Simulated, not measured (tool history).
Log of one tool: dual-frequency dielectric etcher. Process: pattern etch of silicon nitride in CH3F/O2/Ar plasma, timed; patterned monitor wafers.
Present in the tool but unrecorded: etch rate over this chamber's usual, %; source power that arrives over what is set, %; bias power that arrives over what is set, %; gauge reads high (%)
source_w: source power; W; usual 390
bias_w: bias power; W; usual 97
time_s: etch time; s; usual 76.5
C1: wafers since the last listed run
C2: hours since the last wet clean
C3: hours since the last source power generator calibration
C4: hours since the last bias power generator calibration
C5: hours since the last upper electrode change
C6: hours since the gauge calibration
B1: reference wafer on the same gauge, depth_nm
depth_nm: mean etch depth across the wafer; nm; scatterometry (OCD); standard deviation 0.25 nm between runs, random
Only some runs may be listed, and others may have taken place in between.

{"run": 1, "hour": 0.0, "source_w": 390, "bias_w": 91, "time_s": 64.5, "C1": 0, "C2": 404, "C3": 4160.6, "C4": 2052.6, "C5": 2292.9, "C6": 83.7, "B1": 67, "depth_nm": 50.9}
{"run": 2, "hour": 11.1, "source_w": 390, "bias_w": 85, "time_s": 76.5, "C1": 148, "C2": 415.1, "C3": 4171.7, "C4": 2063.7, "C5": 2304, "C6": 94.8, "B1": 67, "depth_nm": 58}
{"run": 3, "hour": 27.8, "source_w": 390, "bias_w": 102, "time_s": 76.5, "C1": 223, "C2": 431.8, "C3": 4188.4, "C4": 2080.4, "C5": 2320.7, "C6": 111.5, "B1": 66.9, "depth_nm": 62.8}
{"hour": 59.9, "done": "wet clean of the chamber"}
{"run": 4, "hour": 68.8, "source_w": 390, "bias_w": 102, "time_s": 76.5, "C1": 227, "C2": 8.9, "C3": 4229.4, "C4": 2121.4, "C5": 2361.7, "C6": 152.5, "B1": 66.9, "depth_nm": 64.7}
{"hour": 72.6, "done": "gauge calibrated"}
{"hour": 85.6, "done": "bias power generator calibrated"}
{"hour": 98.5, "done": "wet clean of the chamber, repeated, since the last time left the tool worse"}
{"hour": 121.0, "done": "source power generator calibrated"}
{"hour": 121.5, "done": "upper electrode replaced"}
{"run": 5, "hour": 122.0, "source_w": 390, "bias_w": 102, "time_s": 76.5, "C1": 424, "C2": 23.5, "C3": 1, "C4": 36.4, "C5": 0.5, "C6": 49.4, "B1": 67.1, "depth_nm": 60.9}
{"run": 6, "hour": 122.4, "source_w": 390, "bias_w": 97, "time_s": 76.5, "C1": 5, "C2": 23.9, "C3": 1.4, "C4": 36.8, "C5": 0.9, "C6": 49.8, "B1": 66.9, "depth_nm": 60.2}
{"run": 7, "hour": 122.7, "source_w": 390, "bias_w": 97, "time_s": 76.5, "C1": 4, "C2": 24.2, "C3": 1.7, "C4": 37.1, "C5": 1.2, "C6": 50.1, "B1": 66.9, "depth_nm": 60}
{"run": 8, "hour": 123.0, "source_w": 450, "bias_w": 107, "time_s": 59.5, "C1": 4, "C2": 24.5, "C3": 2, "C4": 37.4, "C5": 1.5, "C6": 50.4, "B1": 67.1, "depth_nm": 51.1}
{"run": 9, "hour": 143.7, "source_w": 320, "bias_w": 108, "time_s": 90.5, "C1": 277, "C2": 45.2, "C3": 22.7, "C4": 58.1, "C5": 22.2, "C6": 71.1, "B1": 67, "depth_nm": 69.8}
{"run": 10, "hour": 153.8, "source_w": 330, "bias_w": 97, "time_s": 94.5, "C1": 135, "C2": 55.3, "C3": 32.8, "C4": 68.2, "C5": 32.3, "C6": 81.2, "B1": 67, "depth_nm": 70.4}
{"run": 11, "hour": 167.5, "source_w": 390, "bias_w": 97, "time_s": 76.5, "C1": 183, "C2": 69, "C3": 46.5, "C4": 81.9, "C5": 46, "C6": 94.9, "B1": 67, "depth_nm": 60.5}
{"run": 12, "hour": 174.5, "source_w": 330, "bias_w": 78, "time_s": 92.5, "C1": 93, "C2": 76, "C3": 53.5, "C4": 88.9, "C5": 53, "C6": 101.9, "B1": 67, "depth_nm": 63.2}
{"run": 13, "hour": 181.9, "source_w": 340, "bias_w": 88, "time_s": 83, "C1": 99, "C2": 83.4, "C3": 60.9, "C4": 96.3, "C5": 60.4, "C6": 109.3, "B1": 66.9, "depth_nm": 59.6}
{"run": 14, "hour": 193.9, "source_w": 420, "bias_w": 97, "time_s": 69.5, "C1": 160, "C2": 95.4, "C3": 72.9, "C4": 108.3, "C5": 72.4, "C6": 121.3, "B1": 67.1, "depth_nm": 56.5}

3 ways to go on from here, each from the tool as it stands after run 14. What would each give?
{"run": "A", "hour": 194.3, "source_w": 390, "bias_w": 97, "time_s": 76.5, "C1": 5, "C2": 95.8, "C3": 73.3, "C4": 108.7, "C5": 72.8, "C6": 121.7, "B1": "?", "depth_nm": "?"}
{"run": "B", "hour": 194.3, "source_w": 470, "bias_w": 97, "time_s": 76.5, "C1": 5, "C2": 95.8, "C3": 73.3, "C4": 108.7, "C5": 72.8, "C6": 121.7, "B1": "?", "depth_nm": "?"}
{"run": "C", "hour": 194.3, "source_w": 480, "bias_w": 77, "time_s": 83, "C1": 5, "C2": 95.8, "C3": 73.3, "C4": 108.7, "C5": 72.8, "C6": 121.7, "B1": "?", "depth_nm": "?"}

run=A B1=67.2 depth_nm=60.7
run=B B1=67.2 depth_nm=64.7
run=C B1=67.2 depth_nm=64.4
Stripped of hidden state, with their random variation kept, the same runs would have yielded:
run=A depth_nm=60
run=B depth_nm=63.9
run=C depth_nm=63.7

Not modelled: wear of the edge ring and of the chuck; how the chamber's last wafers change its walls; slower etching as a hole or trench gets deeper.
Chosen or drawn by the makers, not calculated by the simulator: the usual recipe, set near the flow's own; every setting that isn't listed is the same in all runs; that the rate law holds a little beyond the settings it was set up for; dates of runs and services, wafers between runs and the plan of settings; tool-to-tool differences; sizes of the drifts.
